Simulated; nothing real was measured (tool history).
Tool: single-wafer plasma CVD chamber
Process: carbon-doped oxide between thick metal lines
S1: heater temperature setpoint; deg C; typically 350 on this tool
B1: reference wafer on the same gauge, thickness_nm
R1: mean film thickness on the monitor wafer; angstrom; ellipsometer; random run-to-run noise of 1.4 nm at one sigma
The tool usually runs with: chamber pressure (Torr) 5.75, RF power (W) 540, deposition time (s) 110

run 1 day=0.000 | S1=350 chamber_pressure_(Torr)=5.75 RF_power_(W)=540 deposition_time_(s)=110 | B1=588.871 | R1=5702.92
run 2 day=2.854 | S1=350 chamber_pressure_(Torr)=5.75 RF_power_(W)=465 deposition_time_(s)=120 | B1=589.023 | R1=5826.90
run 3 day=4.404 | S1=350 chamber_pressure_(Torr)=5.75 RF_power_(W)=465 deposition_time_(s)=120 | B1=588.859 | R1=5834.66
run 4 day=5.971 | S1=350 chamber_pressure_(Torr)=5.75 RF_power_(W)=465 deposition_time_(s)=120 | B1=588.882 | R1=5809.21
-- day=8.488 thermocouple changed; heater temperature recalibrated
run 5 day=8.596 | S1=362 chamber_pressure_(Torr)=6.06 RF_power_(W)=540 deposition_time_(s)=110 | B1=589.030 | R1=5621.89
run 6 day=11.429 | S1=350 chamber_pressure_(Torr)=5.75 RF_power_(W)=540 deposition_time_(s)=110 | B1=589.236 | R1=5775.42
run 7 day=13.629 | S1=354 chamber_pressure_(Torr)=6.78 RF_power_(W)=540 deposition_time_(s)=110 | B1=588.779 | R1=5813.66
run 8 day=16.125 | S1=350 chamber_pressure_(Torr)=5.75 RF_power_(W)=540 deposition_time_(s)=123 | B1=588.959 | R1=6437.59
run 9 day=18.379 | S1=359 chamber_pressure_(Torr)=5.75 RF_power_(W)=540 deposition_time_(s)=110 | B1=589.003 | R1=5596.65
run 10 day=19.479 | S1=359 chamber_pressure_(Torr)=5.75 RF_power_(W)=540 deposition_time_(s)=110 | B1=589.126 | R1=5604.30
run 11 day=20.521 | S1=350 chamber_pressure_(Torr)=5.75 RF_power_(W)=540 deposition_time_(s)=110 | B1=588.994 | R1=5742.78
-- day=24.567 gauge calibrated
run 12 day=25.529 | S1=350 chamber_pressure_(Torr)=5.75 RF_power_(W)=540 deposition_time_(s)=110 | B1=588.932 | R1=5711.59
run 13 day=27.754 | S1=350 chamber_pressure_(Torr)=5.75 RF_power_(W)=540 deposition_time_(s)=110 | B1=589.359 | R1=5714.17
run 14 day=29.475 | S1=350 chamber_pressure_(Torr)=4.61 RF_power_(W)=505 deposition_time_(s)=110 | B1=589.043 | R1=5380.59
run 15 day=31.542 | S1=350 chamber_pressure_(Torr)=5.75 RF_power_(W)=435 deposition_time_(s)=91 | B1=589.244 | R1=4268.82
-- day=33.717 capacitance manometer re-zeroed and calibrated
run 16 day=33.738 | S1=350 chamber_pressure_(Torr)=5.75 RF_power_(W)=580 deposition_time_(s)=129 | B1=588.835 | R1=6905.01
run 17 day=34.450 | S1=350 chamber_pressure_(Torr)=5.75 RF_power_(W)=540 deposition_time_(s)=110 | B1=588.966 | R1=5682.15
run 18 day=35.921 | S1=350 chamber_pressure_(Torr)=4.36 RF_power_(W)=540 deposition_time_(s)=110 | B1=588.787 | R1=5484.62
run 19 day=38.046 | S1=343 chamber_pressure_(Torr)=5.75 RF_power_(W)=540 deposition_time_(s)=110 | B1=588.774 | R1=5788.98
-- day=38.975 showerhead replaced
run 20 day=40.917 | S1=360 chamber_pressure_(Torr)=4.58 RF_power_(W)=540 deposition_time_(s)=116 | B1=588.936 | R1=5595.13
-- day=42.138 RF generator calibrated
run 21 day=43.854 | S1=350 chamber_pressure_(Torr)=5.75 RF_power_(W)=500 deposition_time_(s)=110 | B1=589.222 | R1=5551.93
run 22 day=46.196 | S1=350 chamber_pressure_(Torr)=5.75 RF_power_(W)=540 deposition_time_(s)=104 | B1=588.913 | R1=5468.30
run 23 day=48.371 | S1=350 chamber_pressure_(Torr)=5.20 RF_power_(W)=540 deposition_time_(s)=117 | B1=588.709 | R1=6048.83
run 24 day=49.842 | S1=340 chamber_pressure_(Torr)=7.03 RF_power_(W)=480 deposition_time_(s)=118 | B1=589.177 | R1=6171.16
run 25 day=52.283 | S1=350 chamber_pressure_(Torr)=5.75 RF_power_(W)=540 deposition_time_(s)=110 | B1=589.076 | R1=5763.52
run 26 day=54.958 | S1=350 chamber_pressure_(Torr)=5.75 RF_power_(W)=540 deposition_time_(s)=110 | B1=588.578 | R1=5756.35
run 27 day=57.612 | S1=342 chamber_pressure_(Torr)=5.22 RF_power_(W)=540 deposition_time_(s)=126 | B1=589.047 | R1=6636.43

Same runs, no hidden state in the tool, same run-to-run variation:
Unlogged tool condition in this case: wafer temperature above the value expected at the setpoint (K); delivered RF power above the setpoint (%); true pressure above the setpoint (%); gauge reads high (%).
run=1 R1=5776.91
run=2 R1=5909.40
run=3 R1=5921.36
run=4 R1=5900.00
run=5 R1=5638.56
run=6 R1=5796.57
run=7 R1=5839.81
run=8 R1=6472.78
run=9 R1=5633.71
run=10 R1=5644.53
run=11 R1=5786.73
run=12 R1=5772.91
run=13 R1=5784.53
run=14 R1=5453.88
run=15 R1=4337.34
run=16 R1=7019.95
run=17 R1=5783.38
run=18 R1=5589.82
run=19 R1=5912.45
run=20 R1=5730.27
run=21 R1=5572.08
run=22 R1=5490.42
run=23 R1=6076.36
run=24 R1=6204.62
run=25 R1=5796.64
run=26 R1=5795.36
run=27 R1=6691.55
